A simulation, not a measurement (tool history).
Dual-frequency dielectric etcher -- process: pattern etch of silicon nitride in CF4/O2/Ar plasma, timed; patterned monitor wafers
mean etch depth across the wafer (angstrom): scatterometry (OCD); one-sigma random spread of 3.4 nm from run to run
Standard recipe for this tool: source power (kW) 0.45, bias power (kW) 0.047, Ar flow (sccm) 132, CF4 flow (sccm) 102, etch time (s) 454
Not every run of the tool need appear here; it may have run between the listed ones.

| run | day | source power (kW) | bias power (kW) | Ar flow (sccm) | CF4 flow (sccm) | etch time (s) | wafers since the last listed run | hours since the last wet clean | hours since the last source power generator calibration | hours since the last bias power generator calibration | hours since the last Ar flow controller change | hours since the last CF4 flow controller change | hours since the last upper electrode change | hours since the gauge calibration | read-back reference wafer on the same gauge, depth_nm | mean etch depth across the wafer (angstrom) |
|---|---|---|---|---|---|---|---|---|---|---|---|---|---|---|---|---|
| 1 | 0 | 0.45 | 0.047 | 132 | 102 | 454 | 0 | 0.5 | 2594.6 | 3195.9 | 14.6 | 3008.2 | 30.9 | 30.5 | 680.4 | 7871 |
| 2 | 0.017 | 0.45 | 0.047 | 132 | 102 | 454 | 1 | 0.9 | 2595 | 3196.3 | 15 | 3008.6 | 31.3 | 30.9 | 682.1 | 7823 |
|  | 0.271 | source power generator calibrated |
| 3 | 0.462 | 0.45 | 0.047 | 132 | 102 | 454 | 17 | 11.6 | 4.6 | 3207 | 25.7 | 3019.3 | 42 | 41.6 | 681.4 | 7835 |
| 4 | 0.925 | 0.55 | 0.056 | 132 | 102 | 454 | 29 | 22.7 | 15.7 | 3218.1 | 36.8 | 3030.4 | 53.1 | 52.7 | 679.8 | 10296 |
|  | 1.625 | CF4 flow controller replaced |
| 5 | 1.646 | 0.45 | 0.047 | 132 | 102 | 371.5 | 30 | 40 | 33 | 3235.4 | 54.1 | 0.5 | 70.4 | 70 | 681.3 | 6374 |
| 6 | 2.142 | 0.45 | 0.047 | 132 | 77 | 454 | 31 | 51.9 | 44.9 | 3247.3 | 66 | 12.4 | 82.3 | 81.9 | 681.8 | 7467 |
| 7 | 2.804 | 0.45 | 0.047 | 132 | 102 | 498.5 | 42 | 67.8 | 60.8 | 3263.2 | 81.9 | 28.3 | 98.2 | 97.8 | 680.1 | 8482 |
| 8 | 3.117 | 0.45 | 0.047 | 132 | 102 | 498.5 | 20 | 75.3 | 68.3 | 3270.7 | 89.4 | 35.8 | 105.7 | 105.3 | 681.9 | 8496 |
| 9 | 3.533 | 0.52 | 0.047 | 156 | 102 | 319 | 26 | 85.3 | 78.3 | 3280.7 | 99.4 | 45.8 | 115.7 | 115.3 | 680.2 | 6202 |
| 10 | 3.829 | 0.38 | 0.058 | 104 | 102 | 454 | 18 | 92.4 | 85.4 | 3287.8 | 106.5 | 52.9 | 122.8 | 122.4 | 680.2 | 7340 |
| 11 | 4.142 | 0.36 | 0.047 | 132 | 112 | 454 | 20 | 99.9 | 92.9 | 3295.3 | 114 | 60.4 | 130.3 | 129.9 | 680.5 | 6221 |
|  | 4.775 | bias power generator calibrated |
| 12 | 4.821 | 0.45 | 0.039 | 150 | 102 | 565.5 | 32 | 116.2 | 109.2 | 1.1 | 130.3 | 76.7 | 146.6 | 146.2 | 679.3 | 8816 |
| 13 | 5.567 | 0.45 | 0.047 | 132 | 102 | 454 | 47 | 134.1 | 127.1 | 19 | 148.2 | 94.6 | 164.5 | 164.1 | 679.6 | 7781 |
| 14 | 6.096 | 0.45 | 0.047 | 132 | 102 | 454 | 33 | 146.8 | 139.8 | 31.7 | 160.9 | 107.3 | 177.2 | 176.8 | 681.3 | 7800 |
| 15 | 6.442 | 0.37 | 0.043 | 105 | 102 | 540.5 | 22 | 155.1 | 148.1 | 40 | 169.2 | 115.6 | 185.5 | 185.1 | 681.8 | 7514 |
| 16 | 8.575 | 0.37 | 0.047 | 132 | 88 | 454 | 136 | 206.3 | 199.3 | 91.2 | 220.4 | 166.8 | 236.7 | 236.3 | 680.7 | 6131 |
| 17 | 9.304 | 0.45 | 0.047 | 132 | 102 | 534 | 46 | 223.8 | 216.8 | 108.7 | 237.9 | 184.3 | 254.2 | 253.8 | 680.8 | 9100 |
| 18 | 9.567 | 0.45 | 0.047 | 132 | 102 | 454 | 16 | 230.1 | 223.1 | 115 | 244.2 | 190.6 | 260.5 | 260.1 | 681.3 | 7815 |
| 19 | 10.192 | 0.45 | 0.047 | 132 | 77 | 454 | 40 | 245.1 | 238.1 | 130 | 259.2 | 205.6 | 275.5 | 275.1 | 680.7 | 7452 |
| 20 | 10.662 | 0.45 | 0.047 | 132 | 102 | 454 | 30 | 256.4 | 249.4 | 141.3 | 270.5 | 216.9 | 286.8 | 286.4 | 681 | 7734 |

List, for all runs, the conditions of the tool that the log does not record:
etch rate over this chamber's usual, %: 0 at every run
source power that arrives over what is set, %: 0 at every run
bias power that arrives over what is set, %: 0 at every run
Ar flow that arrives over what is set, %: 0 at every run
CF4 flow that arrives over what is set, %: 0 at every run
gauge reads high (%): 0 at every run
